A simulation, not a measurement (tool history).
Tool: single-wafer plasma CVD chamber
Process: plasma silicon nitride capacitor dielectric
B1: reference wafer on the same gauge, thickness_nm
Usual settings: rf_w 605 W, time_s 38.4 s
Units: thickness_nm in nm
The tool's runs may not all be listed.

run 1 hour=0 | rf_w=550 time_s=38.4 | B1=55.613 | thickness_nm=67.238
-- hour=15.3 gauge calibrated
run 2 hour=17 | rf_w=605 time_s=38.4 | B1=55.591 | thickness_nm=68.648
run 3 hour=37 | rf_w=605 time_s=38.4 | B1=55.589 | thickness_nm=68.781
run 4 hour=56 | rf_w=605 time_s=38.4 | B1=55.592 | thickness_nm=68.701
run 5 hour=76.7 | rf_w=605 time_s=38.4 | B1=55.59 | thickness_nm=68.573
run 6 hour=91.5 | rf_w=605 time_s=38.4 | B1=55.612 | thickness_nm=68.526
run 7 hour=125.5 | rf_w=605 time_s=32.5 | B1=55.597 | thickness_nm=57.926
run 8 hour=146.8 | rf_w=605 time_s=32.5 | B1=55.583 | thickness_nm=58.049
run 9 hour=170.6 | rf_w=605 time_s=38.4 | B1=55.593 | thickness_nm=68.515
run 10 hour=194 | rf_w=700 time_s=38.4 | B1=55.576 | thickness_nm=70.521
run 11 hour=223.2 | rf_w=605 time_s=36.5 | B1=55.596 | thickness_nm=64.974
run 12 hour=237.1 | rf_w=605 time_s=36.5 | B1=55.607 | thickness_nm=64.837
run 13 hour=252.6 | rf_w=605 time_s=38.4 | B1=55.59 | thickness_nm=68.509
run 14 hour=282.2 | rf_w=605 time_s=38.4 | B1=55.607 | thickness_nm=68.31
run 15 hour=300.8 | rf_w=605 time_s=38.4 | B1=55.598 | thickness_nm=68.414
run 16 hour=335 | rf_w=680 time_s=43.8 | B1=55.607 | thickness_nm=80.029
-- hour=394.3 showerhead replaced
run 17 hour=414.6 | rf_w=605 time_s=38.4 | B1=55.609 | thickness_nm=68.466
run 18 hour=433.3 | rf_w=605 time_s=38.4 | B1=55.603 | thickness_nm=68.274
run 19 hour=451.8 | rf_w=605 time_s=38.4 | B1=55.597 | thickness_nm=68.334
-- hour=467.6 RF generator calibrated
run 20 hour=469.3 | rf_w=715 time_s=33.4 | B1=55.603 | thickness_nm=62.395
run 21 hour=488.3 | rf_w=575 time_s=45.9 | B1=55.596 | thickness_nm=81.723
run 22 hour=516.6 | rf_w=605 time_s=38.4 | B1=55.612 | thickness_nm=69.272
run 23 hour=599.1 | rf_w=605 time_s=34.3 | B1=55.612 | thickness_nm=61.918
-- hour=615.2 gauge calibrated
run 24 hour=629.5 | rf_w=540 time_s=41.8 | B1=55.595 | thickness_nm=73.506
run 25 hour=648.7 | rf_w=690 time_s=31.4 | B1=55.61 | thickness_nm=58.4
run 26 hour=683.4 | rf_w=605 time_s=38.4 | B1=55.6 | thickness_nm=69.468
run 27 hour=702.6 | rf_w=655 time_s=45.5 | B1=55.606 | thickness_nm=83.541
run 28 hour=730.5 | rf_w=670 time_s=31.6 | B1=55.593 | thickness_nm=58.315
run 29 hour=756.6 | rf_w=560 time_s=31.3 | B1=55.578 | thickness_nm=55.622
run 30 hour=791.7 | rf_w=540 time_s=41.8 | B1=55.587 | thickness_nm=73.447
run 31 hour=812.4 | rf_w=650 time_s=38.4 | B1=55.6 | thickness_nm=70.226
run 32 hour=839.7 | rf_w=565 time_s=41.3 | B1=55.595 | thickness_nm=73.263
run 33 hour=866 | rf_w=645 time_s=45 | B1=55.609 | thickness_nm=82.023
run 34 hour=897.2 | rf_w=505 time_s=38.4 | B1=55.594 | thickness_nm=66.546
run 35 hour=928.7 | rf_w=605 time_s=38.4 | B1=55.574 | thickness_nm=69.023
run 36 hour=961.9 | rf_w=605 time_s=38.4 | B1=55.6 | thickness_nm=69.156
run 37 hour=974.4 | rf_w=550 time_s=46 | B1=55.605 | thickness_nm=81.139
run 38 hour=1009.5 | rf_w=545 time_s=33.2 | B1=55.597 | thickness_nm=58.488
run 39 hour=1030.2 | rf_w=605 time_s=38.4 | B1=55.61 | thickness_nm=69.225

4 ways to go on from here, each from the tool as it stands after run 39. What would each give?
run A hour=1030.6 | rf_w=605 time_s=38.4 | B1=? | thickness_nm=?
run B hour=1030.6 | rf_w=660 time_s=41.3 | B1=? | thickness_nm=?
run C hour=1030.6 | rf_w=700 time_s=32.6 | B1=? | thickness_nm=?
run D hour=1030.6 | rf_w=545 time_s=38.4 | B1=? | thickness_nm=?

run=A B1=55.614 thickness_nm=69
run=B B1=55.614 thickness_nm=75.625
run=C B1=55.614 thickness_nm=60.476
run=D B1=55.614 thickness_nm=67.497
Without the tool's hidden state the same runs would have given:
run=A thickness_nm=69.198
run=B thickness_nm=75.841
run=C thickness_nm=60.649
run=D thickness_nm=67.69
